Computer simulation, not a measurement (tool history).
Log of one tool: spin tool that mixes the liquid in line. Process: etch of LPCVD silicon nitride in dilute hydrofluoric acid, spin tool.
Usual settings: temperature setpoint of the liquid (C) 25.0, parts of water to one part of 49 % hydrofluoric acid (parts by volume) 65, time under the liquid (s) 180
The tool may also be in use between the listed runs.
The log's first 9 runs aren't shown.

run	hour	temperature setpoint of the liquid (C)	parts of water to one part of 49 % hydrofluoric acid (parts by volume)	time under the liquid (s)	wafers since the last listed run	hours since the thermometer was replaced	hours since the hydrofluoric acid flow meter was replaced	hours since the gauge calibration	read-back film thickness of the LPCVD silicon nitride reference wafer, read on the same gauge (nm)	thickness taken off the LPCVD silicon nitride on a monitor wafer (nm)
# hour 662.5: hydrofluoric acid flow meter replaced
10	827.8	27.5	95	180	1158	206.2	165.3	3216.1	100.015	1.046
11	916.1	22.5	80	290	598	294.5	253.6	3304.4	100.017	1.481
12	986.8	25.0	65	180	478	365.2	324.3	3375.1	99.986	1.314
13	1064.7	26.5	65	180	527	443.1	402.2	3453.0	99.989	1.532
14	1162.1	29.5	35	130	659	540.5	499.6	3550.4	99.992	2.403
15	1223.8	21.5	65	180	417	602.2	561.3	3612.1	100.007	1.041
16	1300.9	21.5	50	180	522	679.3	638.4	3689.2	100.000	1.377
# hour 1342.6: hydrofluoric acid flow meter replaced
17	1344.0	25.0	65	180	285	722.4	1.4	3732.3	99.995	1.369
# hour 1364.0: gauge calibrated
18	1426.2	28.5	90	180	556	804.6	83.6	62.2	100.018	1.245
19	1466.5	28.0	80	180	272	844.9	123.9	102.5	100.016	1.380
20	1529.7	25.0	75	180	428	908.1	187.1	165.7	99.996	1.169
21	1596.6	25.0	65	180	453	975.0	254.0	232.6	100.042	1.373
22	1759.6	25.0	65	130	1104	1138.0	417.0	395.6	100.001	0.979
23	1820.3	21.5	90	105	411	1198.7	477.7	456.3	100.052	0.454
24	1927.9	29.0	90	180	728	1306.3	585.3	563.9	99.995	1.303
25	1973.7	25.0	65	225	310	1352.1	631.1	609.7	99.970	1.735
26	2030.6	25.0	50	180	385	1409.0	688.0	666.6	99.980	1.771
27	2089.3	26.5	75	255	397	1467.7	746.7	725.3	99.995	1.912
# hour 2122.2: hydrofluoric acid flow meter replaced
28	2369.4	25.0	65	180	1890	1747.8	247.2	1005.4	100.009	1.415
29	2425.6	25.0	65	235	380	1804.0	303.4	1061.6	99.993	1.914
30	2528.7	27.0	55	85	698	1907.1	406.5	1164.7	99.955	0.898
31	2573.3	30.0	75	125	302	1951.7	451.1	1209.3	100.003	1.215
32	2677.6	25.0	65	180	706	2056.0	555.4	1313.6	100.030	1.478

Forecast each of these 4 alternatives for the next run:
A	2678.1	25.0	80	180	3	2056.5	555.9	1314.1	?	?
B	2678.1	21.0	80	150	3	2056.5	555.9	1314.1	?	?
C	2678.1	20.0	85	285	3	2056.5	555.9	1314.1	?	?
D	2678.1	30.0	45	180	3	2056.5	555.9	1314.1	?	?

run	read-back film thickness of the LPCVD silicon nitride reference wafer, read on the same gauge (nm)	thickness taken off the LPCVD silicon nitride on a monitor wafer (nm)
A	100.048	1.177
B	100.048	0.754
C	100.048	1.262
D	100.048	2.874
Without the tool's hidden state the same runs would have given:
run	thickness taken off the LPCVD silicon nitride on a monitor wafer (nm)
A	1.027
B	0.654
C	1.095
D	2.514
